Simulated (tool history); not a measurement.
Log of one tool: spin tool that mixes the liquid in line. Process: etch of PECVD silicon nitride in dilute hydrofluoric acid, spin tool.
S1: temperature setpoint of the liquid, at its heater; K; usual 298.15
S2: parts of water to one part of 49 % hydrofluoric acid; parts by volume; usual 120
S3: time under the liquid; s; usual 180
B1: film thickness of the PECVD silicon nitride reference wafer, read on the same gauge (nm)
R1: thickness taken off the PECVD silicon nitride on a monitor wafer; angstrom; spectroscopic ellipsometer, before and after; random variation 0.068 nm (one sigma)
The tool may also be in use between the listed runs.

{"run": 1, "day": 0.0, "S1": 298.15, "S2": 120, "S3": 180, "B1": 30, "R1": 80.7}
{"run": 2, "day": 0.808, "S1": 298.15, "S2": 135, "S3": 155, "B1": 30, "R1": 61.5}
{"run": 3, "day": 1.738, "S1": 298.15, "S2": 135, "S3": 155, "B1": 30, "R1": 61.4}
{"run": 4, "day": 2.642, "S1": 298.15, "S2": 120, "S3": 110, "B1": 29.99, "R1": 48.2}
{"run": 5, "day": 3.333, "S1": 298.15, "S2": 120, "S3": 110, "B1": 29.99, "R1": 48.3}
{"run": 6, "day": 4.029, "S1": 298.15, "S2": 85, "S3": 180, "B1": 29.99, "R1": 111.2}
{"run": 7, "day": 4.746, "S1": 298.15, "S2": 85, "S3": 180, "B1": 29.98, "R1": 112.5}
{"run": 8, "day": 5.342, "S1": 298.15, "S2": 85, "S3": 180, "B1": 29.99, "R1": 112.7}
{"run": 9, "day": 6.588, "S1": 298.15, "S2": 120, "S3": 90, "B1": 30, "R1": 40.5}
{"day": 7.333, "done": "gauge calibrated"}
{"run": 10, "day": 7.379, "S1": 303.15, "S2": 120, "S3": 260, "B1": 29.99, "R1": 157}
{"run": 11, "day": 8.2, "S1": 294.15, "S2": 85, "S3": 240, "B1": 30, "R1": 115.2}
{"run": 12, "day": 10.746, "S1": 298.15, "S2": 120, "S3": 180, "B1": 30.02, "R1": 81}
{"run": 13, "day": 11.721, "S1": 298.15, "S2": 75, "S3": 180, "B1": 29.99, "R1": 127.5}
{"run": 14, "day": 12.588, "S1": 299.65, "S2": 120, "S3": 90, "B1": 29.99, "R1": 43.8}
{"run": 15, "day": 13.371, "S1": 298.15, "S2": 120, "S3": 180, "B1": 29.98, "R1": 80.3}
{"day": 14.625, "done": "hydrofluoric acid flow meter replaced"}
{"run": 16, "day": 14.846, "S1": 298.15, "S2": 120, "S3": 180, "B1": 30.01, "R1": 91.4}
{"run": 17, "day": 15.908, "S1": 298.15, "S2": 120, "S3": 180, "B1": 29.99, "R1": 91.3}
{"run": 18, "day": 16.842, "S1": 293.15, "S2": 120, "S3": 180, "B1": 30.01, "R1": 65.1}
{"day": 17.138, "done": "thermometer replaced"}
{"run": 19, "day": 18.071, "S1": 298.15, "S2": 150, "S3": 75, "B1": 30.01, "R1": 28.1}
{"run": 20, "day": 18.662, "S1": 295.15, "S2": 120, "S3": 130, "B1": 30.02, "R1": 51.3}
{"run": 21, "day": 19.571, "S1": 299.65, "S2": 140, "S3": 125, "B1": 29.98, "R1": 56.9}
{"run": 22, "day": 20.071, "S1": 300.65, "S2": 165, "S3": 180, "B1": 29.98, "R1": 71.9}
{"run": 23, "day": 23.075, "S1": 294.65, "S2": 120, "S3": 180, "B1": 30, "R1": 69.2}
{"run": 24, "day": 24.296, "S1": 296.65, "S2": 85, "S3": 180, "B1": 30.01, "R1": 109.8}
{"run": 25, "day": 25.742, "S1": 301.15, "S2": 70, "S3": 85, "B1": 30, "R1": 84.2}
{"run": 26, "day": 26.417, "S1": 296.65, "S2": 75, "S3": 110, "B1": 29.99, "R1": 75.5}
{"run": 27, "day": 27.533, "S1": 298.15, "S2": 105, "S3": 180, "B1": 30.02, "R1": 98.4}
{"run": 28, "day": 28.588, "S1": 293.15, "S2": 60, "S3": 240, "B1": 30.01, "R1": 163.1}
{"run": 29, "day": 29.825, "S1": 298.15, "S2": 120, "S3": 80, "B1": 29.97, "R1": 38.1}

Forecast run 30:
{"run": 30, "day": 30.65, "S1": 298.15, "S2": 120, "S3": 180, "B1": "?", "R1": "?"}

Run 30 gave B1 29.98, R1 85.3 angstrom.
Without the tool's hidden state the same run would have given R1 86.9 angstrom.

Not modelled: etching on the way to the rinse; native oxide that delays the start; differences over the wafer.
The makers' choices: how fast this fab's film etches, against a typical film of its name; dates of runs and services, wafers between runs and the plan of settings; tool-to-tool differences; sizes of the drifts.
